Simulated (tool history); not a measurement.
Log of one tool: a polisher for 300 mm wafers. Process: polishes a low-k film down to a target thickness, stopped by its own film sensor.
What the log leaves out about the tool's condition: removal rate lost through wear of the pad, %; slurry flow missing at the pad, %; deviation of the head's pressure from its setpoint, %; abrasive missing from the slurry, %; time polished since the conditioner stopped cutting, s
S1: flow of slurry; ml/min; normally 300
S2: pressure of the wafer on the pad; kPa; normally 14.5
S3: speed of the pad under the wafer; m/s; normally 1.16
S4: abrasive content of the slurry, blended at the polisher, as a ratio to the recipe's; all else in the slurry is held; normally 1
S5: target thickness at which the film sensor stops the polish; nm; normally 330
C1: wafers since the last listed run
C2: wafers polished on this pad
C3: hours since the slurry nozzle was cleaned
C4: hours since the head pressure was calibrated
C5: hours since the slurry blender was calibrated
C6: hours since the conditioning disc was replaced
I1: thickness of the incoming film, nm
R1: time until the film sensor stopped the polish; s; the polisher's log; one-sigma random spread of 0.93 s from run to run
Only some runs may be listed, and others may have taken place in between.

{"run": 1, "hour": 0.0, "S1": 300, "S2": 14.5, "S3": 1.32, "S4": 1, "S5": 330, "C1": 0, "C2": 875, "C3": 82.9, "C4": 521.9, "C5": 248.2, "C6": 265.3, "I1": 356.8, "R1": 59.8}
{"hour": 32.7, "done": "conditioning disc replaced and pad reconditioned"}
{"run": 2, "hour": 46.2, "S1": 300, "S2": 14.5, "S3": 1.16, "S4": 1, "S5": 330, "C1": 416, "C2": 1291, "C3": 129.1, "C4": 568.1, "C5": 294.4, "C6": 13.5, "I1": 356.2, "R1": 68.4}
{"hour": 48.7, "done": "slurry blender recalibrated"}
{"run": 3, "hour": 88.0, "S1": 300, "S2": 14.5, "S3": 1.16, "S4": 1, "S5": 330, "C1": 374, "C2": 1666, "C3": 170.9, "C4": 609.9, "C5": 39.3, "C6": 55.3, "I1": 359.3, "R1": 68.8}
{"run": 4, "hour": 129.0, "S1": 300, "S2": 14.5, "S3": 1.16, "S4": 1, "S5": 330, "C1": 385, "C2": 2052, "C3": 211.9, "C4": 650.9, "C5": 80.3, "C6": 96.3, "I1": 356.9, "R1": 62.2}
{"hour": 141.0, "done": "worn pad replaced by a new one"}
{"hour": 155.5, "done": "slurry nozzle cleaned"}
{"run": 5, "hour": 172.0, "S1": 300, "S2": 14.5, "S3": 1.16, "S4": 1, "S5": 330, "C1": 357, "C2": 282, "C3": 16.5, "C4": 693.9, "C5": 123.3, "C6": 139.3, "I1": 360.7, "R1": 73.6}
{"run": 6, "hour": 227.5, "S1": 225, "S2": 14.5, "S3": 1.16, "S4": 1, "S5": 335, "C1": 522, "C2": 805, "C3": 72, "C4": 749.4, "C5": 178.8, "C6": 194.8, "I1": 356.4, "R1": 53.8}
{"run": 7, "hour": 291.4, "S1": 225, "S2": 14.5, "S3": 1.16, "S4": 1, "S5": 335, "C1": 601, "C2": 1406, "C3": 135.9, "C4": 813.3, "C5": 242.7, "C6": 258.7, "I1": 354.5, "R1": 51.2}
{"hour": 317.3, "done": "conditioning disc replaced and pad reconditioned"}
{"hour": 347.1, "done": "slurry blender recalibrated"}
{"run": 8, "hour": 347.6, "S1": 300, "S2": 14.5, "S3": 1.16, "S4": 1.1, "S5": 330, "C1": 491, "C2": 1898, "C3": 192.1, "C4": 869.5, "C5": 0.5, "C6": 30.3, "I1": 363.6, "R1": 75.8}
{"hour": 382.1, "done": "worn pad replaced by a new one"}
{"run": 9, "hour": 385.7, "S1": 300, "S2": 14.5, "S3": 1.16, "S4": 1.1, "S5": 330, "C1": 321, "C2": 33, "C3": 230.2, "C4": 907.6, "C5": 38.6, "C6": 68.4, "I1": 363.8, "R1": 78.9}
{"hour": 407.2, "done": "slurry nozzle cleaned"}
{"hour": 420.6, "done": "head pressure recalibrated"}
{"run": 10, "hour": 433.7, "S1": 300, "S2": 14.5, "S3": 1.16, "S4": 1.1, "S5": 330, "C1": 423, "C2": 457, "C3": 26.5, "C4": 13.1, "C5": 86.6, "C6": 116.4, "I1": 364.6, "R1": 72.7}
{"run": 11, "hour": 541.7, "S1": 300, "S2": 14.5, "S3": 1.16, "S4": 0.9, "S5": 330, "C1": 1016, "C2": 1474, "C3": 134.5, "C4": 121.1, "C5": 194.6, "C6": 224.4, "I1": 358.6, "R1": 67.4}
{"hour": 564.4, "done": "conditioning disc replaced and pad reconditioned"}
{"run": 12, "hour": 568.0, "S1": 300, "S2": 14.5, "S3": 1.16, "S4": 1, "S5": 330, "C1": 228, "C2": 1703, "C3": 160.8, "C4": 147.4, "C5": 220.9, "C6": 3.6, "I1": 362.3, "R1": 72.8}

Run 13, settings as shown, results not yet in. Your forecast:
{"hour": 589.8, "done": "worn pad replaced by a new one"}
{"run": 13, "hour": 629.6, "S1": 380, "S2": 12.4, "S3": 1, "S4": 0.9, "S5": 330, "C1": 542, "C2": 374, "C3": 222.4, "C4": 209, "C5": 282.5, "C6": 65.2, "I1": 362.6, "R1": "?"}

R1: 106.2 s
Minus the tool's unlogged condition, the same run would have read R1 93.1 s.
